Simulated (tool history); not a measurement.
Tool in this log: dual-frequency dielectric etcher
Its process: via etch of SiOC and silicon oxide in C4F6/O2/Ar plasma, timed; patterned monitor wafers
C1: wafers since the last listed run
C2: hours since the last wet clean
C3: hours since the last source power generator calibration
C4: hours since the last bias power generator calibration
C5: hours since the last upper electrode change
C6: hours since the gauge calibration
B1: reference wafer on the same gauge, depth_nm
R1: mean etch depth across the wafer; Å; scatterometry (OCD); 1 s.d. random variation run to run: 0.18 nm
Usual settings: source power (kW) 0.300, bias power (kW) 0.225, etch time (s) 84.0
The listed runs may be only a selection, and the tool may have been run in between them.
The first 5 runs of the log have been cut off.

{"run": 6, "hour": 120.3, "source power (kW)": 0.3, "bias power (kW)": 0.225, "etch time (s)": 84.0, "C1": 322, "C2": 230.1, "C3": 205.0, "C4": 4430.1, "C5": 2092.7, "C6": 158.8, "B1": 70.1, "R1": 868}
{"run": 7, "hour": 135.3, "source power (kW)": 0.3, "bias power (kW)": 0.225, "etch time (s)": 106.5, "C1": 185, "C2": 245.1, "C3": 220.0, "C4": 4445.1, "C5": 2107.7, "C6": 173.8, "B1": 70.1, "R1": 1100}
{"run": 8, "hour": 152.7, "source power (kW)": 0.3, "bias power (kW)": 0.225, "etch time (s)": 101.0, "C1": 214, "C2": 262.5, "C3": 237.4, "C4": 4462.5, "C5": 2125.1, "C6": 191.2, "B1": 70.1, "R1": 1046}
{"run": 9, "hour": 172.0, "source power (kW)": 0.3, "bias power (kW)": 0.225, "etch time (s)": 106.5, "C1": 238, "C2": 281.8, "C3": 256.7, "C4": 4481.8, "C5": 2144.4, "C6": 210.5, "B1": 70.1, "R1": 1103}
{"hour": 188.7, "done": "bias power generator calibrated"}
{"run": 10, "hour": 189.2, "source power (kW)": 0.3, "bias power (kW)": 0.225, "etch time (s)": 84.0, "C1": 163, "C2": 299.0, "C3": 273.9, "C4": 0.5, "C5": 2161.6, "C6": 227.7, "B1": 70.1, "R1": 871}
{"run": 11, "hour": 232.0, "source power (kW)": 0.24, "bias power (kW)": 0.247, "etch time (s)": 95.5, "C1": 528, "C2": 341.8, "C3": 316.7, "C4": 43.3, "C5": 2204.4, "C6": 270.5, "B1": 70.1, "R1": 984}
{"run": 12, "hour": 250.7, "source power (kW)": 0.34, "bias power (kW)": 0.181, "etch time (s)": 65.5, "C1": 230, "C2": 360.5, "C3": 335.4, "C4": 62.0, "C5": 2223.1, "C6": 289.2, "B1": 70.1, "R1": 645}
{"run": 13, "hour": 279.4, "source power (kW)": 0.3, "bias power (kW)": 0.247, "etch time (s)": 94.5, "C1": 354, "C2": 389.2, "C3": 364.1, "C4": 90.7, "C5": 2251.8, "C6": 317.9, "B1": 70.1, "R1": 1017}
{"run": 14, "hour": 307.7, "source power (kW)": 0.22, "bias power (kW)": 0.225, "etch time (s)": 91.5, "C1": 349, "C2": 417.5, "C3": 392.4, "C4": 119.0, "C5": 2280.1, "C6": 346.2, "B1": 70.1, "R1": 900}
{"run": 15, "hour": 340.1, "source power (kW)": 0.35, "bias power (kW)": 0.225, "etch time (s)": 73.5, "C1": 400, "C2": 449.9, "C3": 424.8, "C4": 151.4, "C5": 2312.5, "C6": 378.6, "B1": 70.1, "R1": 788}
{"run": 16, "hour": 362.5, "source power (kW)": 0.3, "bias power (kW)": 0.225, "etch time (s)": 61.0, "C1": 276, "C2": 472.3, "C3": 447.2, "C4": 173.8, "C5": 2334.9, "C6": 401.0, "B1": 70.1, "R1": 634}
{"run": 17, "hour": 389.3, "source power (kW)": 0.26, "bias power (kW)": 0.225, "etch time (s)": 99.0, "C1": 330, "C2": 499.1, "C3": 474.0, "C4": 200.6, "C5": 2361.7, "C6": 427.8, "B1": 70.1, "R1": 1002}
{"run": 18, "hour": 425.5, "source power (kW)": 0.28, "bias power (kW)": 0.25, "etch time (s)": 107.5, "C1": 447, "C2": 535.3, "C3": 510.2, "C4": 236.8, "C5": 2397.9, "C6": 464.0, "B1": 70.1, "R1": 1149}
{"hour": 469.1, "done": "upper electrode replaced"}
{"hour": 471.1, "done": "wet clean of the chamber"}
{"run": 19, "hour": 471.6, "source power (kW)": 0.3, "bias power (kW)": 0.197, "etch time (s)": 106.0, "C1": 248, "C2": 0.5, "C3": 556.3, "C4": 282.9, "C5": 2.5, "C6": 510.1, "B1": 70.1, "R1": 1044}
{"run": 20, "hour": 476.3, "source power (kW)": 0.3, "bias power (kW)": 0.259, "etch time (s)": 84.0, "C1": 58, "C2": 5.2, "C3": 561.0, "C4": 287.6, "C5": 7.2, "C6": 514.8, "B1": 70.1, "R1": 912}
{"run": 21, "hour": 505.4, "source power (kW)": 0.3, "bias power (kW)": 0.225, "etch time (s)": 84.0, "C1": 359, "C2": 34.3, "C3": 590.1, "C4": 316.7, "C5": 36.3, "C6": 543.9, "B1": 70.1, "R1": 866}
{"run": 22, "hour": 541.1, "source power (kW)": 0.3, "bias power (kW)": 0.225, "etch time (s)": 84.0, "C1": 440, "C2": 70.0, "C3": 625.8, "C4": 352.4, "C5": 72.0, "C6": 579.6, "B1": 70.1, "R1": 872}
{"run": 23, "hour": 561.9, "source power (kW)": 0.24, "bias power (kW)": 0.225, "etch time (s)": 84.0, "C1": 256, "C2": 90.8, "C3": 646.6, "C4": 373.2, "C5": 92.8, "C6": 600.4, "B1": 70.1, "R1": 833}
{"run": 24, "hour": 596.3, "source power (kW)": 0.32, "bias power (kW)": 0.225, "etch time (s)": 75.0, "C1": 424, "C2": 125.2, "C3": 681.0, "C4": 407.6, "C5": 127.2, "C6": 634.8, "B1": 70.1, "R1": 786}
{"run": 25, "hour": 624.2, "source power (kW)": 0.38, "bias power (kW)": 0.193, "etch time (s)": 84.0, "C1": 344, "C2": 153.1, "C3": 708.9, "C4": 435.5, "C5": 155.1, "C6": 662.7, "B1": 70.1, "R1": 862}
{"run": 26, "hour": 640.8, "source power (kW)": 0.3, "bias power (kW)": 0.225, "etch time (s)": 61.0, "C1": 205, "C2": 169.7, "C3": 725.5, "C4": 452.1, "C5": 171.7, "C6": 679.3, "B1": 70.1, "R1": 631}
{"run": 27, "hour": 670.9, "source power (kW)": 0.3, "bias power (kW)": 0.206, "etch time (s)": 68.0, "C1": 371, "C2": 199.8, "C3": 755.6, "C4": 482.2, "C5": 201.8, "C6": 709.4, "B1": 70.1, "R1": 684}
{"run": 28, "hour": 689.3, "source power (kW)": 0.27, "bias power (kW)": 0.225, "etch time (s)": 84.0, "C1": 227, "C2": 218.2, "C3": 774.0, "C4": 500.6, "C5": 220.2, "C6": 727.8, "B1": 70.1, "R1": 856}
{"run": 29, "hour": 715.0, "source power (kW)": 0.3, "bias power (kW)": 0.225, "etch time (s)": 84.0, "C1": 317, "C2": 243.9, "C3": 799.7, "C4": 526.3, "C5": 245.9, "C6": 753.5, "B1": 70.1, "R1": 872}
{"run": 30, "hour": 748.4, "source power (kW)": 0.36, "bias power (kW)": 0.225, "etch time (s)": 65.0, "C1": 412, "C2": 277.3, "C3": 833.1, "C4": 559.7, "C5": 279.3, "C6": 786.9, "B1": 70.1, "R1": 698}

Alternative continuations, all from the tool just after run 30; predict every row:
{"run": "A", "hour": 748.8, "source power (kW)": 0.3, "bias power (kW)": 0.225, "etch time (s)": 84.0, "C1": 4, "C2": 277.7, "C3": 833.5, "C4": 560.1, "C5": 279.7, "C6": 787.3, "B1": "?", "R1": "?"}
{"run": "B", "hour": 748.8, "source power (kW)": 0.26, "bias power (kW)": 0.225, "etch time (s)": 72.0, "C1": 4, "C2": 277.7, "C3": 833.5, "C4": 560.1, "C5": 279.7, "C6": 787.3, "B1": "?", "R1": "?"}
{"run": "C", "hour": 748.8, "source power (kW)": 0.36, "bias power (kW)": 0.263, "etch time (s)": 84.0, "C1": 4, "C2": 277.7, "C3": 833.5, "C4": 560.1, "C5": 279.7, "C6": 787.3, "B1": "?", "R1": "?"}
{"run": "D", "hour": 748.8, "source power (kW)": 0.3, "bias power (kW)": 0.181, "etch time (s)": 84.0, "C1": 4, "C2": 277.7, "C3": 833.5, "C4": 560.1, "C5": 279.7, "C6": 787.3, "B1": "?", "R1": "?"}

run=A B1=70.1 R1=870
run=B B1=70.1 R1=727
run=C B1=70.1 R1=956
run=D B1=70.1 R1=805
Stripped of hidden state, with their random variation kept, the same runs would have yielded:
run=A R1=866
run=B R1=723
run=C R1=950
run=D R1=801
